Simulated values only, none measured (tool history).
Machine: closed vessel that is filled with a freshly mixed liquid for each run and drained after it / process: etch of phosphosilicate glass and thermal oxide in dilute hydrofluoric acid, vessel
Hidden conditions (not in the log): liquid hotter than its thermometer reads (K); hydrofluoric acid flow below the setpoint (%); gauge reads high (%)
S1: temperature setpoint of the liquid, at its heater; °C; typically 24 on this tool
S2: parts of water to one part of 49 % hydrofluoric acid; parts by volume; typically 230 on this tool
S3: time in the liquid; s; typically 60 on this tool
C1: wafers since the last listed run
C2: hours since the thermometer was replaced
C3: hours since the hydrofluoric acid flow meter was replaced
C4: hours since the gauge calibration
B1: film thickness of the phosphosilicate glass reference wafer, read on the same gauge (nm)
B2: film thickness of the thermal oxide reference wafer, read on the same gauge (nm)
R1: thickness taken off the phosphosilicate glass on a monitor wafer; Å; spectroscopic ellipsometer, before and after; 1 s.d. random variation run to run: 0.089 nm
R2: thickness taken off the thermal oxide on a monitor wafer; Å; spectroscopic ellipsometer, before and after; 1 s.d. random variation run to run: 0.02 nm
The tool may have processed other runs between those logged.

run	day	S1	S2	S3	C1	C2	C3	C4	B1	B2	R1	R2
1	0	24	230	60	0	2284.6	25.8	511.9	59.98	50.003	206.6	10.94
2	2.617	27	230	60	5580	2347.4	88.6	574.7	60	50.01	230.3	11.65
3	7.096	24	230	60	9553	2454.9	196.1	682.2	59.98	49.958	204.9	10.49
4	10.608	24	230	60	7491	2539.2	280.4	766.5	60.04	50.053	204.7	10.45
5	12.142	24	230	60	3270	2576	317.2	803.3	60	50	203.7	10.6
6	14.358	24	230	60	4727	2629.2	370.4	856.5	60.05	49.999	204	10.44
7	17.354	24	230	60	6389	2701.1	442.3	928.4	60.02	49.996	204.9	10.18
8	19.296	24	230	60	4141	2747.7	488.9	975	60	49.997	203.7	10.74
9	23.029	24	230	60	7962	2837.3	578.5	1064.6	59.98	50.031	202.4	10.05
10	27.429	25	230	60	9384	2942.9	684.1	1170.2	60.03	50.023	208.9	10.55
# day 30.662: thermometer replaced
11	31.921	25	230	60	9491	30.2	791.9	1278	60.01	49.981	207.6	10.55
# day 32.346: hydrofluoric acid flow meter replaced
12	34.871	24	230	60	6202	101	60.6	1348.8	60.03	50.007	194.5	10.09

Run 13 comes next. What will it give?
13	39.321	19	310	95	9491	207.8	167.4	1455.6	?	?	?	?

B1: 60
B2: 49.985
R1: 174.1 Å
R2: 8.79 Å
The same run, on a tool lacking any hidden state, would have yielded R1 186.6 Å, R2 9.42 Å.
